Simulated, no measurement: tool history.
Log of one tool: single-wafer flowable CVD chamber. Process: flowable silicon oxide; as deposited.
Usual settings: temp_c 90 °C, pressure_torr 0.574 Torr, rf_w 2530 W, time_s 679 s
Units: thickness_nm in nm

run,hour,temp_c,pressure_torr,rf_w,time_s,"read-back reference wafer on the same gauge, thickness_nm",thickness_nm
1,0.0,90,0.644,2530,679,448.927,455.366
2,102.4,90,0.644,2530,679,448.903,454.690
3,191.1,90,0.644,2530,679,448.788,454.877
4,269.5,90,0.574,2530,679,448.989,406.143
5,320.8,90,0.574,2530,679,448.553,403.724
6,406.0,90,0.574,2530,679,449.426,404.938
# hour 510.9: thermocouple changed; heater temperature recalibrated
7,511.4,90,0.574,2530,679,449.009,403.427
# hour 607.5: RF generator calibrated
8,608.4,86,0.574,2530,617,449.073,410.160
9,664.0,90,0.574,2530,679,448.742,403.502
10,755.6,90,0.574,2530,679,449.155,401.991
# hour 863.2: showerhead replaced
11,863.7,90,0.574,2530,679,449.228,404.349
12,899.2,90,0.655,2530,727,449.019,496.119
13,946.9,90,0.440,2110,679,448.934,301.607
14,993.3,90,0.574,2530,581,448.971,343.236
15,1042.8,83,0.715,2965,750,448.818,692.264
16,1142.9,90,0.574,2120,644,449.069,370.446
17,1243.0,90,0.574,2530,679,449.082,401.957
# hour 1265.3: gauge calibrated
18,1335.0,90,0.574,2530,679,448.986,400.932
19,1382.7,90,0.613,2530,770,449.235,488.589
20,1484.7,90,0.574,2530,679,448.823,400.062
# hour 1523.8: capacitance manometer re-zeroed and calibrated
21,1557.8,90,0.574,2530,679,449.019,403.731
22,1744.0,90,0.574,2135,679,449.115,392.723
23,1843.0,90,0.574,2530,679,449.085,405.117
24,1897.7,90,0.574,2210,774,448.537,451.910
25,1958.8,79,0.574,2905,794,449.263,658.712
26,2010.0,90,0.483,2530,583,448.564,294.536
27,2060.7,75,0.574,2530,758,449.067,682.995
28,2131.2,90,0.574,2310,545,449.281,320.395
29,2177.8,90,0.574,2530,679,449.169,403.260

3 ways to go on from here, each from the tool as it stands after run 29. What would each give?
A,2178.4,90,0.574,2530,616,?,?
B,2178.4,82,0.574,2530,612,?,?
C,2178.4,96,0.574,2665,679,?,?

run,"read-back reference wafer on the same gauge, thickness_nm",thickness_nm
A,449.057,366.878
B,449.057,457.876
C,449.057,335.765
Without the tool's hidden state the same runs would have given:
run,thickness_nm
A,367.334
B,458.445
C,336.182
